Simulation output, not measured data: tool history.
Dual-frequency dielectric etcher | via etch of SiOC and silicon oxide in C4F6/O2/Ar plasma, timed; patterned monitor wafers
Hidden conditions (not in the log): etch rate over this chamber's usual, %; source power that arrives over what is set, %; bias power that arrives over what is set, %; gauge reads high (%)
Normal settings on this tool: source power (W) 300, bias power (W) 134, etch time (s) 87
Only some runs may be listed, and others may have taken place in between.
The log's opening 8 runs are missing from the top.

run	day	source power (W)	bias power (W)	etch time (s)	wafers since the last listed run	hours since the last wet clean	hours since the last source power generator calibration	hours since the last bias power generator calibration	hours since the last upper electrode change	hours since the gauge calibration	read-back reference wafer on the same gauge, depth_nm	mean etch depth across the wafer (Å)
9	4.188	300	150	79.5	5	1.2	63.6	3823.6	6503	317.2	71.8	811
# day 4.262: gauge calibrated
# day 4.838: bias power generator calibrated
# day 5.183: upper electrode replaced
10	5.204	300	134	87	151	25.6	88	8.8	0.5	22.6	71.8	851
11	5.221	300	123	87	5	26	88.4	9.2	0.9	23	71.8	842
12	5.579	300	134	87	107	34.6	97	17.8	9.5	31.6	71.8	855
13	6.212	300	134	87	190	49.8	112.2	33	24.7	46.8	71.8	852
14	6.892	320	134	87	204	66.1	128.5	49.3	41	63.1	71.8	875
15	7.525	370	116	67	190	81.3	143.7	64.5	56.2	78.3	71.8	677
16	8.208	340	117	107.5	205	97.7	160.1	80.9	72.6	94.7	71.9	1054
17	8.767	340	157	65.5	167	111.1	173.5	94.3	86	108.1	71.9	700
18	9.062	260	111	106	88	118.2	180.6	101.4	93.1	115.2	71.8	941
19	9.567	320	167	96.5	151	130.3	192.7	113.5	105.2	127.3	71.8	1018
20	9.833	350	134	87	80	136.7	199.1	119.9	111.6	133.7	71.8	895
21	10.138	380	103	104.5	91	144	206.4	127.2	118.9	141	71.8	1032
22	10.529	300	134	87	117	153.4	215.8	136.6	128.3	150.4	71.8	844
23	11.083	300	134	87	166	166.7	229.1	149.9	141.6	163.7	71.8	842
24	11.762	300	134	68	204	183	245.4	166.2	157.9	180	71.8	657
25	12.129	260	108	87	110	191.8	254.2	175	166.7	188.8	71.8	757
26	12.612	300	134	87	145	203.4	265.8	186.6	178.3	200.4	71.8	841
27	13.146	300	157	74.5	160	216.2	278.6	199.4	191.1	213.2	71.8	751
28	13.85	300	134	87	211	233.1	295.5	216.3	208	230.1	71.8	839
29	14.571	300	134	87	216	250.4	312.8	233.6	225.3	247.4	71.8	838
30	15.225	300	134	87	196	266.1	328.5	249.3	241	263.1	71.8	837

What if the next run were any one of these 4? Each begins from the tool's condition after run 30:
A	15.242	300	116	87	5	266.5	328.9	249.7	241.4	263.5	?	?
B	15.242	330	134	75.5	5	266.5	328.9	249.7	241.4	263.5	?	?
C	15.242	230	114	105	5	266.5	328.9	249.7	241.4	263.5	?	?
D	15.242	300	168	67.5	5	266.5	328.9	249.7	241.4	263.5	?	?

run	read-back reference wafer on the same gauge, depth_nm	mean etch depth across the wafer (Å)
A	71.7	804
B	71.7	748
C	71.7	884
D	71.7	689
Had the tool no hidden state, the same runs would have come out as:
run	mean etch depth across the wafer (Å)
A	834
B	776
C	917
D	715

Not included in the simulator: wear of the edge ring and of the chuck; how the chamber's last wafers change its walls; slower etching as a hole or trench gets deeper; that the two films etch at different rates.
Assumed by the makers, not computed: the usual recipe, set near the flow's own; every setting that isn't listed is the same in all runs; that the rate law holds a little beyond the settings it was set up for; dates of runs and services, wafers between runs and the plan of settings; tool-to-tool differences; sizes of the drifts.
